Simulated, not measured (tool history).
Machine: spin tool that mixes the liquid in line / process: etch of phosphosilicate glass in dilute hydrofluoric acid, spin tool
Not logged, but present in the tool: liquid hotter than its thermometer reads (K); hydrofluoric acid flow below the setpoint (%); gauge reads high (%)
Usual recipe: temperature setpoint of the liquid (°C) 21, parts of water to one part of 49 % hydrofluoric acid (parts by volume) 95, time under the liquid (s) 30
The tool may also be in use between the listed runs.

run,hour,temperature setpoint of the liquid (°C),parts of water to one part of 49 % hydrofluoric acid (parts by volume),time under the liquid (s),wafers since the last listed run,hours since the thermometer was replaced,hours since the hydrofluoric acid flow meter was replaced,hours since the gauge calibration,"read-back film thickness of the phosphosilicate glass reference wafer, read on the same gauge (nm)",thickness taken off the phosphosilicate glass on a monitor wafer (Å)
1,0,21,110,15,0,2133.3,1984.3,54.3,90.01,91.2
2,10.5,21,65,45,166,2143.8,1994.8,64.8,90.04,485.1
3,22.7,21,65,45,193,2156,2007,77,90,492.3
4,38.5,21,80,30,249,2171.8,2022.8,92.8,90.02,262.6
5,55.1,21,80,30,262,2188.4,2039.4,109.4,90,263.3
6,63,21,95,30,124,2196.3,2047.3,117.3,89.97,218
7,77.7,21,135,30,232,2211,2062,132,90.01,143
8,84,21,135,30,99,2217.3,2068.3,138.3,89.98,142.1
9,99.6,21,135,30,246,2232.9,2083.9,153.9,90.01,143.8
10,112.5,21,95,35,204,2245.8,2096.8,166.8,90.01,247.2
11,125.9,21,95,35,211,2259.2,2110.2,180.2,90.02,250.8
12,140,25.5,130,30,223,2273.3,2124.3,194.3,89.98,177.2
13,148.3,21,65,45,131,2281.6,2132.6,202.6,89.99,484.7
14,161.9,17.5,45,20,215,2295.2,2146.2,216.2,90.01,277.7
15,177.5,19,95,15,246,2310.8,2161.8,231.8,90,98.8
# hour 180.1: thermometer replaced
16,186.5,21,95,20,126,6.4,2170.8,240.8,90.02,140.9
# hour 193.8: hydrofluoric acid flow meter replaced
17,197.6,21,95,30,159,17.5,3.8,251.9,90.03,244.4
18,204.7,19.5,120,45,112,24.6,10.9,259,90,266.5
19,218.5,21,95,50,218,38.4,24.7,272.8,90,409.5
20,231.1,21,95,30,199,51,37.3,285.4,90.04,245.3
# hour 253.6: gauge calibrated
21,277.4,23,140,50,732,97.3,83.6,23.8,89.98,287.7
22,293.3,21,95,35,251,113.2,99.5,39.7,89.98,287
23,309.9,21,95,30,262,129.8,116.1,56.3,89.98,246.8
24,327.4,23,140,50,276,147.3,133.6,73.8,90.02,283.7
25,334.1,21,95,35,105,154,140.3,80.5,90.04,285.1
26,348.8,21,95,30,232,168.7,155,95.2,90.01,245.1
27,362.3,25,95,30,213,182.2,168.5,108.7,89.99,290.1
28,370.1,21,95,30,123,190,176.3,116.5,90.02,243.4
29,376.5,21,60,30,101,196.4,182.7,122.9,90,405.5
30,388.6,25,120,15,191,208.5,194.8,135,89.99,110.5
31,397.5,18.5,55,50,140,217.4,203.7,143.9,89.95,663
32,415.4,21,75,30,283,235.3,221.6,161.8,89.99,314.4
33,424.5,24.5,55,20,143,244.4,230.7,170.9,90.01,341.1

Each row is a separate what-if for the run after 33, all from the same tool condition, not one after another. Results?
A,424.9,24,95,30,6,244.8,231.1,171.3,?,?
B,424.9,23.5,55,35,6,244.8,231.1,171.3,?,?
C,424.9,23.5,95,35,6,244.8,231.1,171.3,?,?
D,424.9,23,120,30,6,244.8,231.1,171.3,?,?

run,"read-back film thickness of the phosphosilicate glass reference wafer, read on the same gauge (nm)",thickness taken off the phosphosilicate glass on a monitor wafer (Å)
A,90.01,271.2
B,90.01,563.9
C,90.01,310.2
D,90.01,200.2
What these runs would have given with no unlogged condition in the tool:
run,thickness taken off the phosphosilicate glass on a monitor wafer (Å)
A,276.6
B,574.8
C,316.4
D,204.3
